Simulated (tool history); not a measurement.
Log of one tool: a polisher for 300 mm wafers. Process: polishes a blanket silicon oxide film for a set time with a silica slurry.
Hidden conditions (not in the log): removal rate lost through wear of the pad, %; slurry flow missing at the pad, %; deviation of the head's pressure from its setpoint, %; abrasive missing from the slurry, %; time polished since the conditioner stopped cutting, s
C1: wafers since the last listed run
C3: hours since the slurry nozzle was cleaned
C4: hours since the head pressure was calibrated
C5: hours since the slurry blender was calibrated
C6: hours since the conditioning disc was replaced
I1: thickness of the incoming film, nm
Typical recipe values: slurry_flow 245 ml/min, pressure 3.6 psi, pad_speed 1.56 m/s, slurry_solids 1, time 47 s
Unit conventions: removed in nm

Run 1, hour 0: usual settings; C1 0; wafers polished on this pad 554; C3 181.8; C4 36; C5 152.9; C6 219.2; I1 1237.5. Result: removed 168.2 nm.
Run 2, hour 7.5: usual settings; C1 71; wafers polished on this pad 625; C3 189.3; C4 43.5; C5 160.4; C6 226.7; I1 1211. Result: removed 170.9 nm.
Run 3, hour 24.6: usual settings; C1 162; wafers polished on this pad 788; C3 206.4; C4 60.6; C5 177.5; C6 243.8; I1 1211.7. Result: removed 166.9 nm.
Run 4, hour 40.9: usual settings; C1 155; wafers polished on this pad 943; C3 222.7; C4 76.9; C5 193.8; C6 260.1; I1 1246.2. Result: removed 165 nm.
Run 5, hour 56.6: usual settings; C1 149; wafers polished on this pad 1092; C3 238.4; C4 92.6; C5 209.5; C6 275.8; I1 1201. Result: removed 162.8 nm.
At hour 67.1: slurry nozzle cleaned.
At hour 72.5: worn pad replaced by a new one.
Run 6, hour 73: usual settings but pressure 4.1 psi, pad_speed 1.9 m/s, slurry_solids 1.25, time 63 s; C1 108; wafers polished on this pad 5; C3 5.9; C4 109; C5 225.9; C6 292.2; I1 1220.7. Result: removed 336.8 nm.
At hour 90.6: conditioning disc replaced and pad reconditioned.
Run 7, hour 110.1: usual settings; C1 333; wafers polished on this pad 339; C3 43; C4 146.1; C5 263; C6 19.5; I1 1204.4. Result: removed 168.4 nm.
Run 8, hour 117.8: usual settings but slurry_solids 1.15, time 51 s; C1 73; wafers polished on this pad 412; C3 50.7; C4 153.8; C5 270.7; C6 27.2; I1 1232.1. Result: removed 198.2 nm.
Run 9, hour 127.2: usual settings but slurry_flow 205 ml/min, pressure 4.7 psi, pad_speed 1.32 m/s, slurry_solids 0.75; C1 89; wafers polished on this pad 501; C3 60.1; C4 163.2; C5 280.1; C6 36.6; I1 1220. Result: removed 151.6 nm.
Run 10, hour 136.9: usual settings but slurry_flow 320 ml/min; C1 92; wafers polished on this pad 594; C3 69.8; C4 172.9; C5 289.8; C6 46.3; I1 1214. Result: removed 174.2 nm.
Run 11, hour 145.2: usual settings but pressure 4.4 psi; C1 78; wafers polished on this pad 672; C3 78.1; C4 181.2; C5 298.1; C6 54.6; I1 1213.4. Result: removed 199.2 nm.
Run 12, hour 152.3: usual settings; C1 67; wafers polished on this pad 740; C3 85.2; C4 188.3; C5 305.2; C6 61.7; I1 1202.8. Result: removed 167.9 nm.
Run 13, hour 169.7: usual settings but pressure 4 psi, time 52 s; C1 165; wafers polished on this pad 906; C3 102.6; C4 205.7; C5 322.6; C6 79.1; I1 1227.3. Result: removed 204.7 nm.
Run 14, hour 179.8: usual settings but pad_speed 2 m/s, slurry_solids 0.9; C1 96; wafers polished on this pad 1002; C3 112.7; C4 215.8; C5 332.7; C6 89.2; I1 1224.2. Result: removed 191.6 nm.
Run 15, hour 187.8: usual settings but pressure 2.8 psi, pad_speed 1.16 m/s, slurry_solids 1.3; C1 76; wafers polished on this pad 1078; C3 120.7; C4 223.8; C5 340.7; C6 97.2; I1 1226.3. Result: removed 121.3 nm.
At hour 204.7: slurry blender recalibrated.
Run 16, hour 205.2: usual settings but pressure 3 psi, slurry_solids 0.8; C1 146; wafers polished on this pad 1224; C3 138.1; C4 241.2; C5 0.5; C6 114.6; I1 1222. Result: removed 126.5 nm.
Run 17, hour 209.4: usual settings but slurry_flow 215 ml/min, pressure 4.4 psi; C1 39; wafers polished on this pad 1264; C3 142.3; C4 245.4; C5 4.7; C6 118.8; I1 1231.2. Result: removed 192 nm.
At hour 213.8: worn pad replaced by a new one.
Run 18, hour 227.1: usual settings but time 33 s; C1 130; wafers polished on this pad 126; C3 160; C4 263.1; C5 22.4; C6 136.5; I1 1211.5. Result: removed 115.3 nm.
Run 19, hour 238.2: usual settings but slurry_flow 200 ml/min, pad_speed 1.86 m/s, slurry_solids 0.85, time 54 s; C1 105; wafers polished on this pad 232; C3 171.1; C4 274.2; C5 33.5; C6 147.6; I1 1204.7. Result: removed 187.6 nm.
Run 20, hour 251.6: usual settings but slurry_flow 205 ml/min, pad_speed 1.34 m/s, slurry_solids 0.75; C1 127; wafers polished on this pad 359; C3 184.5; C4 287.6; C5 46.9; C6 161; I1 1231.3. Result: removed 116.3 nm.
Run 21, hour 264: usual settings but slurry_flow 300 ml/min, pressure 4.6 psi, pad_speed 1.72 m/s, time 62 s; C1 117; wafers polished on this pad 477; C3 196.9; C4 300; C5 59.3; C6 173.4; I1 1208.6. Result: removed 290.9 nm.
Run 22, hour 273.8: usual settings; C1 93; wafers polished on this pad 570; C3 206.7; C4 309.8; C5 69.1; C6 183.2; I1 1224.6. Result: removed 160 nm.
Run 23, hour 285.4: usual settings; C1 110; wafers polished on this pad 681; C3 218.3; C4 321.4; C5 80.7; C6 194.8; I1 1208.6. Result: removed 156.1 nm.
Run 24, hour 297.1: usual settings but slurry_solids 0.85; C1 111; wafers polished on this pad 792; C3 230; C4 333.1; C5 92.4; C6 206.5; I1 1228.6. Result: removed 144 nm.
Run 25, hour 311.8: usual settings but slurry_solids 1.15, time 59 s; C1 139; wafers polished on this pad 932; C3 244.7; C4 347.8; C5 107.1; C6 221.2; I1 1231.2. Result: removed 208.1 nm.
At hour 321.2: worn pad replaced by a new one.
Run 26, hour 323.4: usual settings but pressure 3 psi, pad_speed 1.28 m/s; C1 72; wafers polished on this pad 21; C3 256.3; C4 359.4; C5 118.7; C6 232.8; I1 1226.3. Result: removed 113.1 nm.
Run 27, hour 331.3: usual settings; C1 75; wafers polished on this pad 96; C3 264.2; C4 367.3; C5 126.6; C6 240.7; I1 1205.2. Result: removed 154.4 nm.

Below are 3 alternative next runs, each starting from the tool's condition after run 27. Predict each:
Run A, hour 331.7: usual settings but time 41 s; C1 3; wafers polished on this pad 100; C3 264.6; C4 367.7; C5 127; C6 241.1; I1 1222.4. Result: removed ?.
Run B, hour 331.7: usual settings but pressure 4.8 psi, pad_speed 2 m/s; C1 3; wafers polished on this pad 100; C3 264.6; C4 367.7; C5 127; C6 241.1; I1 1222.4. Result: removed ?.
Run C, hour 331.7: usual settings but slurry_solids 1.15; C1 3; wafers polished on this pad 100; C3 264.6; C4 367.7; C5 127; C6 241.1; I1 1222.4. Result: removed ?.

run  removed
  A    133.5
  B    236.7
  C    163.7
With no hidden state in the tool, these same runs would have given:
run  removed
  A    155.8
  B      276
  C    190.9
